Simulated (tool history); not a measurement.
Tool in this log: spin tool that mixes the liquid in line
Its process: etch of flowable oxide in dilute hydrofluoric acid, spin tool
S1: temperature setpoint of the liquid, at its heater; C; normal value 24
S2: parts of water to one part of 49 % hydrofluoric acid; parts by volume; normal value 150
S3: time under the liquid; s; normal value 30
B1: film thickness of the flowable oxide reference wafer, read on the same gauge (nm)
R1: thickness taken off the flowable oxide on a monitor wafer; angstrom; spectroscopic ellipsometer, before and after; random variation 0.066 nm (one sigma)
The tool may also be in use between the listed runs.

| run | hour | S1 | S2 | S3 | B1 | R1 |
|---|---|---|---|---|---|---|
| 1 | 0 | 24 | 150 | 30 | 30.06 | 78.9 |
|  | 56.3 | thermometer replaced |
| 2 | 57.8 | 24 | 150 | 30 | 29.99 | 80.7 |
| 3 | 83 | 24 | 150 | 30 | 29.98 | 82.4 |
| 4 | 126.6 | 24 | 175 | 30 | 30 | 67 |
| 5 | 203.7 | 24 | 150 | 20 | 30 | 53.4 |
| 6 | 228.9 | 24 | 150 | 20 | 30.05 | 52.8 |
| 7 | 271.3 | 24 | 150 | 30 | 30.01 | 79.6 |
|  | 272 | gauge calibrated |
| 8 | 340.4 | 24 | 150 | 30 | 29.99 | 80 |
| 9 | 398.9 | 28 | 80 | 45 | 30.02 | 281.1 |
|  | 461.5 | hydrofluoric acid flow meter replaced |
| 10 | 463.9 | 24 | 195 | 40 | 30 | 76.8 |
| 11 | 500 | 28 | 185 | 30 | 29.98 | 71.6 |
| 12 | 562.7 | 28 | 150 | 30 | 30.05 | 91.1 |
| 13 | 628 | 24 | 225 | 30 | 29.98 | 48.1 |
|  | 637 | thermometer replaced |
| 14 | 692.6 | 24 | 150 | 40 | 29.99 | 108.6 |
| 15 | 738.1 | 24 | 150 | 30 | 30.03 | 80.8 |
| 16 | 787.8 | 24 | 150 | 30 | 29.96 | 80.3 |
| 17 | 837.9 | 24 | 110 | 45 | 30.02 | 169.7 |

What if the next run were any one of these 5? Each begins from the tool's condition after run 17:
| A | 838.3 | 24 | 125 | 30 | ? | ? |
| B | 838.3 | 24 | 90 | 15 | ? | ? |
| C | 838.3 | 24 | 185 | 30 | ? | ? |
| D | 838.3 | 24 | 150 | 15 | ? | ? |
| E | 838.3 | 27.5 | 150 | 30 | ? | ? |

| run | B1 | R1 |
|---|---|---|
| A | 30.02 | 98 |
| B | 30.02 | 71 |
| C | 30.02 | 61.9 |
| D | 30.02 | 39.7 |
| E | 30.02 | 90.5 |
Had the tool no hidden state, the same runs would have come out as:
| run | R1 |
|---|---|
| A | 99.5 |
| B | 72.1 |
| C | 62.8 |
| D | 40.3 |
| E | 91.9 |
